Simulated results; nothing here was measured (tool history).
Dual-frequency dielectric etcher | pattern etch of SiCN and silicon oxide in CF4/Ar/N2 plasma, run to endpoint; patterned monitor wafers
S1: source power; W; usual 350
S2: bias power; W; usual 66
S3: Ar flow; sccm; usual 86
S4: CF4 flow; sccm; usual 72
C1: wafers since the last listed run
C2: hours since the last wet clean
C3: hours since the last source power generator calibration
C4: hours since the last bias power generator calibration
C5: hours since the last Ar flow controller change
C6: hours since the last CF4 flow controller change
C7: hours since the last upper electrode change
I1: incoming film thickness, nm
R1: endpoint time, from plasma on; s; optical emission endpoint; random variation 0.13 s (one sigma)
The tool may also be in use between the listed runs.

run,hour,S1,S2,S3,S4,C1,C2,C3,C4,C5,C6,C7,I1,R1
1,0.0,350,66,86,72,0,10.3,1326.7,2930.8,4815.8,4996.9,5608.5,12.49,16.0
2,40.9,350,66,86,72,387,51.2,1367.6,2971.7,4856.7,5037.8,5649.4,12.53,16.0
3,77.5,350,66,86,72,346,87.8,1404.2,3008.3,4893.3,5074.4,5686.0,12.46,15.8
4,147.9,350,66,86,72,667,158.2,1474.6,3078.7,4963.7,5144.8,5756.4,12.54,16.1
5,190.4,350,66,86,72,402,200.7,1517.1,3121.2,5006.2,5187.3,5798.9,12.59,16.0
6,219.3,350,66,86,62,273,229.6,1546.0,3150.1,5035.1,5216.2,5827.8,12.39,16.0
7,247.1,350,76,86,72,263,257.4,1573.8,3177.9,5062.9,5244.0,5855.6,12.51,15.1
8,314.4,350,66,86,72,637,324.7,1641.1,3245.2,5130.2,5311.3,5922.9,12.47,15.6
9,355.7,350,66,86,72,391,366.0,1682.4,3286.5,5171.5,5352.6,5964.2,12.50,15.7
10,394.3,350,66,86,72,365,404.6,1721.0,3325.1,5210.1,5391.2,6002.8,12.49,15.7
11,428.9,350,66,86,72,327,439.2,1755.6,3359.7,5244.7,5425.8,6037.4,12.48,15.5
# hour 457.5: Ar flow controller replaced
# hour 485.5: bias power generator calibrated
# hour 489.1: CF4 flow controller replaced
# hour 492.3: source power generator calibrated
12,492.8,350,78,86,72,446,503.1,0.5,7.3,35.3,3.7,6101.3,12.66,15.1
13,510.7,350,66,86,72,169,521.0,18.4,25.2,53.2,21.6,6119.2,12.44,15.4
# hour 581.8: wet clean of the chamber
14,582.3,350,53,100,72,451,0.5,90.0,96.8,124.8,93.2,6190.8,12.38,15.8
15,613.0,350,66,86,72,290,31.2,120.7,127.5,155.5,123.9,6221.5,12.55,15.1
16,652.5,350,66,68,72,374,70.7,160.2,167.0,195.0,163.4,6261.0,12.57,14.9
# hour 719.1: upper electrode replaced
17,719.6,350,66,86,72,408,137.8,227.3,234.1,262.1,230.5,0.5,12.54,15.2
# hour 779.8: wet clean of the chamber, repeated, since the last time left the tool worse
18,780.3,350,72,94,59,347,0.5,288.0,294.8,322.8,291.2,61.2,12.50,16.4
19,826.0,380,54,94,78,433,46.2,333.7,340.5,368.5,336.9,106.9,12.43,15.2
20,891.8,350,60,86,84,623,112.0,399.5,406.3,434.3,402.7,172.7,12.48,15.8
21,946.4,300,66,86,72,517,166.6,454.1,460.9,488.9,457.3,227.3,12.61,18.4
22,1058.3,350,66,86,72,1060,278.5,566.0,572.8,600.8,569.2,339.2,12.43,15.8
23,1120.4,420,80,86,54,588,340.6,628.1,634.9,662.9,631.3,401.3,12.55,13.3
24,1145.7,430,66,97,82,239,365.9,653.4,660.2,688.2,656.6,426.6,12.43,12.8
25,1200.5,270,58,66,77,519,420.7,708.2,715.0,743.0,711.4,481.4,12.49,19.7

Hidden state or all else? Some run-to-run changes of R1, split into what the settings, what came in and random variation would give without the hidden state, and what is left for the hidden state (with any gauge scatter that isn't in both results):
The hidden state here: etch rate over this chamber's usual, %; source power that arrives over what is set, %; bias power that arrives over what is set, %; Ar flow that arrives over what is set, %; CF4 flow that arrives over what is set, %.
Run 13 -> 14: S2 66 -> 53, S3 86 -> 100, wet clean of the chamber. R1 +0.4 s: hidden state -0.5, all else +0.9.
Run 17 -> 18: S2 66 -> 72, S3 86 -> 94, S4 72 -> 59, wet clean of the chamber, repeated, since the last time left the tool worse. R1 +1.2 s: hidden state +1.0, all else +0.2.
Run 20 -> 21: S1 350 -> 300, S2 60 -> 66, S4 84 -> 72. R1 +2.6 s: hidden state -0.1, all else +2.7.
Run 24 -> 25: S1 430 -> 270, S2 66 -> 58, S3 97 -> 66, S4 82 -> 77. R1 +6.9 s: hidden state -0.2, all else +7.1.
